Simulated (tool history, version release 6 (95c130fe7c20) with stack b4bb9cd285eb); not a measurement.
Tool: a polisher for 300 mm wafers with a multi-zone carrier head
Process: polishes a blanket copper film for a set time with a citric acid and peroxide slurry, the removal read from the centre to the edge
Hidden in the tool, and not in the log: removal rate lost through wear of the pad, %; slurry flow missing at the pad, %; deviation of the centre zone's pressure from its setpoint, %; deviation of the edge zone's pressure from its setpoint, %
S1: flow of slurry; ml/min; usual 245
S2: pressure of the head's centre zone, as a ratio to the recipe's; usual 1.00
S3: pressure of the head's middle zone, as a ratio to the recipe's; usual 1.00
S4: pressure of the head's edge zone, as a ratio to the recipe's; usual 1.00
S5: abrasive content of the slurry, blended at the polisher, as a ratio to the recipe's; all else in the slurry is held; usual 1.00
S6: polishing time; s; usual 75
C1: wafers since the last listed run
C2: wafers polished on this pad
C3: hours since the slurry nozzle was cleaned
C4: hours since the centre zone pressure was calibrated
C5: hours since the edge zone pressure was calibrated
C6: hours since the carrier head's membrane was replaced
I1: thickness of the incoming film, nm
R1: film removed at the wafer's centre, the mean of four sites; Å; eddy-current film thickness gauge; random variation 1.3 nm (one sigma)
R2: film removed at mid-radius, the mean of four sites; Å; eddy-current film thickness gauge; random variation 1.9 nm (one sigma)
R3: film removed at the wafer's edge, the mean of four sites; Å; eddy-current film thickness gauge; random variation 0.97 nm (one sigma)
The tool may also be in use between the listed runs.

run    hour   S1    S2    S3    S4    S5  S6   C1    C2     C3      C4      C5      C6     I1    R1    R2    R3
  1     0.0  245  1.00  0.96  1.00  1.00  65    0  2346   78.4   504.1   609.7   241.7  797.6  1209  1157  1179
  2    36.8  315  1.07  1.04  1.08  1.00  75  334  2681  115.2   540.9   646.5   278.5  778.7  1538  1446  1408
  3    87.8  245  1.09  1.00  0.92  1.00  75  463  3144  166.2   591.9   697.5   329.5  796.4  1499  1358  1272
  4   143.3  245  1.00  1.00  1.00  1.00  75  504  3649  221.7   647.4   753.0   385.0  788.4  1364  1327  1304
  5   244.7  245  0.88  1.00  1.00  1.00  53  922  4571  323.1   748.8   854.4   486.4  786.0   805   918   898
  6   319.4  245  0.91  0.95  1.00  0.75  75  679  5251  397.8   823.5   929.1   561.1  789.3  1079  1145  1148
  7   422.3  245  1.00  1.00  1.00  1.00  75  935  6186  500.7   926.4  1032.0   664.0  794.3  1222  1236  1207
      452.8  -- worn pad replaced by a new one
  8   510.0  245  1.00  1.00  1.00  1.00  65  761   520  588.4  1014.1  1119.7   751.7  786.4  1177  1209  1155
      567.2  -- slurry nozzle cleaned
  9   585.3  245  1.00  1.00  1.00  1.00  75  675  1195   18.1  1089.4  1195.0   827.0  780.0  1412  1436  1363
 10   656.0  245  0.95  1.00  1.00  1.00  75  642  1838   88.8  1160.1  1265.7   897.7  791.8  1308  1371  1338
      660.9  -- centre zone pressure recalibrated
 11   697.7  245  0.90  1.00  1.00  0.70  68  361  2199  130.5    36.8  1307.4   939.4  777.6  1044  1148  1096
 12   751.9  325  1.00  1.00  1.00  1.00  75  492  2692  184.7    91.0  1361.6   993.6  787.2  1403  1424  1358
 13   812.1  245  1.00  1.00  1.00  1.00  91  547  3240  244.9   151.2  1421.8  1053.8  799.8  1633  1663  1582
 14   887.9  245  1.00  1.00  1.00  1.00  75  689  3929  320.7   227.0  1497.6  1129.6  795.7  1324  1289  1284
      908.8  -- edge zone pressure recalibrated
 15   934.6  245  1.04  1.11  1.00  0.80  68  406  4335  367.4   273.7    25.8  1176.3  797.5  1157  1208  1100
 16  1005.2  245  1.00  1.00  1.00  1.30  75  642  4978  438.0   344.3    96.4  1246.9  783.8  1364  1358  1327
 17  1053.5  220  1.00  1.00  1.00  1.00  75  439  5417  486.3   392.6   144.7  1295.2  788.7  1220  1248  1227
     1057.9  -- worn pad replaced by a new one
 18  1141.4  245  1.00  1.00  1.00  1.00  75  762   759  574.2   480.5   232.6  1383.1  787.6  1347  1356  1335
     1184.6  -- slurry nozzle cleaned
 19  1242.0  245  1.00  1.00  1.00  1.00  89  905  1665   57.4   581.1   333.2  1483.7  788.4  1642  1637  1595
 20  1326.1  245  1.00  1.00  1.00  1.00  75  764  2430  141.5   665.2   417.3  1567.8  791.8  1355  1370  1329

Forecast each of these 5 alternatives for the next run:
  A  1326.5  310  1.00  1.00  1.00  1.00  75   3  2433  141.9  665.6  417.7  1568.2  787.3   ?   ?   ?
  B  1326.5  245  1.00  1.12  1.10  1.00  75   3  2433  141.9  665.6  417.7  1568.2  787.3   ?   ?   ?
  C  1326.5  185  1.00  0.92  1.00  1.20  84   3  2433  141.9  665.6  417.7  1568.2  787.3   ?   ?   ?
  D  1326.5  245  1.00  1.04  1.00  1.00  75   3  2433  141.9  665.6  417.7  1568.2  787.3   ?   ?   ?
  E  1326.5  245  1.00  0.92  0.88  1.00  75   3  2433  141.9  665.6  417.7  1568.2  787.3   ?   ?   ?

run    R1    R2    R3
  A  1421  1375  1357
  B  1381  1474  1382
  C  1548  1408  1518
  D  1380  1384  1330
  E  1379  1248  1267
Without the tool's hidden state the same runs would have given:
run    R1    R2    R3
  A  1489  1438  1415
  B  1452  1547  1445
  C  1637  1485  1592
  D  1451  1452  1390
  E  1450  1310  1324

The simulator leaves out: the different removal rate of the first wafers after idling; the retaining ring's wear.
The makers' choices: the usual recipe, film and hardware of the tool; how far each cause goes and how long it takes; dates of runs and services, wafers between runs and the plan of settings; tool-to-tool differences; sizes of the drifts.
